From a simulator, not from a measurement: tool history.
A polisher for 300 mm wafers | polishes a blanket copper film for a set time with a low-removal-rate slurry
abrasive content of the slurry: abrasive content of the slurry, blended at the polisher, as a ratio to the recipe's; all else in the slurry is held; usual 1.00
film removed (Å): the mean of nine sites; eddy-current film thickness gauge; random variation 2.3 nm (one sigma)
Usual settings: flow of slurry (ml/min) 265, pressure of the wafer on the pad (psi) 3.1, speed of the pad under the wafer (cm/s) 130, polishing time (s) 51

run	day	flow of slurry (ml/min)	pressure of the wafer on the pad (psi)	speed of the pad under the wafer (cm/s)	abrasive content of the slurry	polishing time (s)	wafers since the last listed run	wafers polished on this pad	hours since the slurry nozzle was cleaned	hours since the head pressure was calibrated	hours since the slurry blender was calibrated	incoming thickness of the incoming film, nm	film removed (Å)
1	0.000	265	3.1	130	1.00	51	0	2836	325.4	292.8	151.1	905.6	1703
2	1.662	265	3.1	130	1.00	51	296	3133	365.3	332.7	191.0	895.8	1647
# day 2.058: worn pad replaced by a new one
3	3.854	265	3.7	130	1.00	51	361	320	417.9	385.3	243.6	892.9	1998
4	7.254	265	3.7	130	1.00	51	606	927	499.5	466.9	325.2	908.8	1985
# day 7.588: slurry blender recalibrated
5	8.904	265	3.7	130	1.00	51	279	1207	539.1	506.5	31.6	898.7	1960
6	11.679	265	3.1	164	1.00	51	495	1702	605.7	573.1	98.2	889.2	1962
7	14.546	265	3.1	164	1.00	51	511	2214	674.5	641.9	167.0	913.4	1936
8	17.162	240	3.1	130	1.00	45	467	2681	737.3	704.7	229.8	898.5	1424
# day 18.058: worn pad replaced by a new one
9	19.146	200	3.1	130	1.00	57	324	194	784.9	752.3	277.4	889.5	1827
10	21.950	265	3.1	130	1.00	51	500	694	852.2	819.6	344.7	886.5	1652
# day 23.362: head pressure recalibrated
# day 24.154: slurry nozzle cleaned
11	24.325	265	3.1	130	1.00	51	401	1096	4.1	23.1	401.7	910.1	1779
# day 25.071: slurry blender recalibrated
12	25.762	265	3.1	130	1.00	51	241	1338	38.6	57.6	16.6	903.1	1773
13	26.917	265	3.1	130	1.00	51	206	1544	66.3	85.3	44.3	890.8	1774
14	29.225	265	3.1	130	1.00	65	412	1956	121.7	140.7	99.7	909.0	2170
15	30.833	265	3.1	130	1.00	55	287	2243	160.3	179.3	138.3	904.3	1853
16	33.042	265	2.8	130	1.00	51	394	2637	213.3	232.3	191.3	901.9	1523
17	35.542	265	3.1	130	1.10	41	446	3083	273.3	292.3	251.3	895.7	1354
# day 35.833: worn pad replaced by a new one
18	37.683	265	3.1	130	1.00	51	352	330	324.7	343.7	302.7	895.5	1651
19	40.271	265	3.1	90	1.00	51	461	792	386.8	405.8	364.8	907.8	1282
20	41.767	265	3.1	130	0.90	51	266	1059	422.7	441.7	400.7	911.1	1595
21	42.838	265	3.4	130	1.00	51	191	1250	448.4	467.4	426.4	891.2	1801
# day 43.004: slurry blender recalibrated
22	44.696	220	3.1	130	1.00	51	316	1567	493.0	512.0	40.6	883.7	1587
23	47.592	265	3.1	166	1.10	51	516	2083	562.5	581.5	110.1	887.0	1928
24	49.008	265	3.1	130	1.00	51	252	2336	596.5	615.5	144.1	893.3	1585
# day 50.458: worn pad replaced by a new one
25	56.908	290	3.1	154	0.90	51	1380	1151	786.1	805.1	333.7	898.0	1706
# day 57.217: head pressure recalibrated
26	58.354	265	2.2	162	1.30	42	243	1394	820.8	27.3	368.4	901.4	1319
# day 59.525: slurry blender recalibrated
27	61.042	265	3.1	130	1.00	51	464	1859	885.3	91.8	36.4	898.4	1770
# day 63.104: slurry nozzle cleaned
28	63.129	265	3.1	130	1.00	51	365	2224	0.6	141.9	86.5	914.1	1809
# day 64.262: worn pad replaced by a new one
29	65.312	265	3.7	130	1.25	66	359	187	53.0	194.3	138.9	914.7	2837
30	67.338	265	4.0	130	1.00	41	361	549	101.6	242.9	187.5	909.8	1844
31	68.896	350	2.7	96	0.90	51	278	827	139.0	280.3	224.9	907.5	1254

The tool's hidden state at each run:
removal rate lost through wear of the pad, %: 0 in every run
slurry flow missing at the pad, %: 0 in every run
abrasive missing from the slurry, %: 0 in every run
H1: deviation of the head's pressure from its setpoint, %
run	H1
1	-7.72
2	-8.32
3	-8.99
4	-9.84
5	-10.2
6	-10.6
7	-11
8	-11.3
9	-11.5
10	-11.7
11	-3.36
12	-4.59
13	-5.49
14	-7.06
15	-8
16	-9.11
17	-10.2
18	-10.9
19	-11.7
20	-12
21	-12.3
22	-12.7
23	-13.1
24	-13.3
25	-14.1
26	-0.194
27	-2.37
28	-3.77
29	-5.01
30	-5.99
31	-6.65
